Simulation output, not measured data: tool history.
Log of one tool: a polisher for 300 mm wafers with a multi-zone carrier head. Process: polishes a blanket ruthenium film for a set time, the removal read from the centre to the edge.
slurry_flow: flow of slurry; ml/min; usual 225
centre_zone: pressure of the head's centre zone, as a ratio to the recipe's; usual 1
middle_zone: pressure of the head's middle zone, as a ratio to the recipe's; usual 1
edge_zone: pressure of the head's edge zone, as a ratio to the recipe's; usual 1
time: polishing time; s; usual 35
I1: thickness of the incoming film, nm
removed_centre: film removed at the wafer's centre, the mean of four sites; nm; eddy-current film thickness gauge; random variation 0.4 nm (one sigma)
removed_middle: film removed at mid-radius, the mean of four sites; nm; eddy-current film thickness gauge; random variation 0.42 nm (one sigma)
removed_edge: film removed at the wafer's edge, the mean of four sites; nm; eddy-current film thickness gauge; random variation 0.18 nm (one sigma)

{"run": 1, "hour": 0.0, "slurry_flow": 225, "centre_zone": 1, "middle_zone": 1, "edge_zone": 1, "time": 35, "I1": 281.1, "removed_centre": 26.9, "removed_middle": 28.3, "removed_edge": 27.5}
{"run": 2, "hour": 62.4, "slurry_flow": 225, "centre_zone": 1, "middle_zone": 1, "edge_zone": 1, "time": 35, "I1": 283.9, "removed_centre": 25.8, "removed_middle": 27.5, "removed_edge": 27.8}
{"run": 3, "hour": 115.1, "slurry_flow": 225, "centre_zone": 1.04, "middle_zone": 1, "edge_zone": 1, "time": 35, "I1": 282.4, "removed_centre": 26.8, "removed_middle": 28.8, "removed_edge": 27.2}
{"run": 4, "hour": 156.2, "slurry_flow": 225, "centre_zone": 1.04, "middle_zone": 1, "edge_zone": 1, "time": 35, "I1": 275, "removed_centre": 26.1, "removed_middle": 27.8, "removed_edge": 27.4}
{"hour": 190.2, "done": "worn pad replaced by a new one"}
{"run": 5, "hour": 202.3, "slurry_flow": 225, "centre_zone": 1, "middle_zone": 1, "edge_zone": 1, "time": 35, "I1": 276.5, "removed_centre": 25, "removed_middle": 27.8, "removed_edge": 27.1}
{"run": 6, "hour": 252.3, "slurry_flow": 225, "centre_zone": 1, "middle_zone": 1, "edge_zone": 1, "time": 35, "I1": 278.6, "removed_centre": 24.5, "removed_middle": 27.4, "removed_edge": 27.1}
{"run": 7, "hour": 304.6, "slurry_flow": 225, "centre_zone": 1, "middle_zone": 1, "edge_zone": 1, "time": 35, "I1": 279.6, "removed_centre": 23.7, "removed_middle": 27.2, "removed_edge": 27}
{"run": 8, "hour": 361.7, "slurry_flow": 225, "centre_zone": 1, "middle_zone": 1, "edge_zone": 1, "time": 35, "I1": 284, "removed_centre": 23.9, "removed_middle": 27.5, "removed_edge": 27.1}
{"hour": 387.0, "done": "worn pad replaced by a new one"}
{"hour": 419.8, "done": "centre zone pressure recalibrated"}
{"run": 9, "hour": 431.3, "slurry_flow": 225, "centre_zone": 1, "middle_zone": 1, "edge_zone": 1, "time": 35, "I1": 278.2, "removed_centre": 26.2, "removed_middle": 27.1, "removed_edge": 26.7}
{"hour": 438.2, "done": "edge zone pressure recalibrated"}
{"run": 10, "hour": 490.7, "slurry_flow": 150, "centre_zone": 1, "middle_zone": 0.91, "edge_zone": 1.07, "time": 41, "I1": 279.2, "removed_centre": 25.4, "removed_middle": 25.4, "removed_edge": 29.4}
{"hour": 520.2, "done": "slurry nozzle cleaned"}
{"run": 11, "hour": 534.8, "slurry_flow": 300, "centre_zone": 0.96, "middle_zone": 1.07, "edge_zone": 1, "time": 45, "I1": 277.6, "removed_centre": 36.6, "removed_middle": 43.2, "removed_edge": 38.2}

Run 12 comes next. What will it give?
{"hour": 600.6, "done": "worn pad replaced by a new one"}
{"run": 12, "hour": 601.1, "slurry_flow": 225, "centre_zone": 1, "middle_zone": 1, "edge_zone": 1, "time": 35, "I1": 282.5, "removed_centre": "?", "removed_middle": "?", "removed_edge": "?"}

removed_centre: 28.4 nm
removed_middle: 29.6 nm
removed_edge: 28.6 nm
Without the tool's hidden state the same run would have given removed_centre 29.4 nm, removed_middle 30.3 nm, removed_edge 29.1 nm.
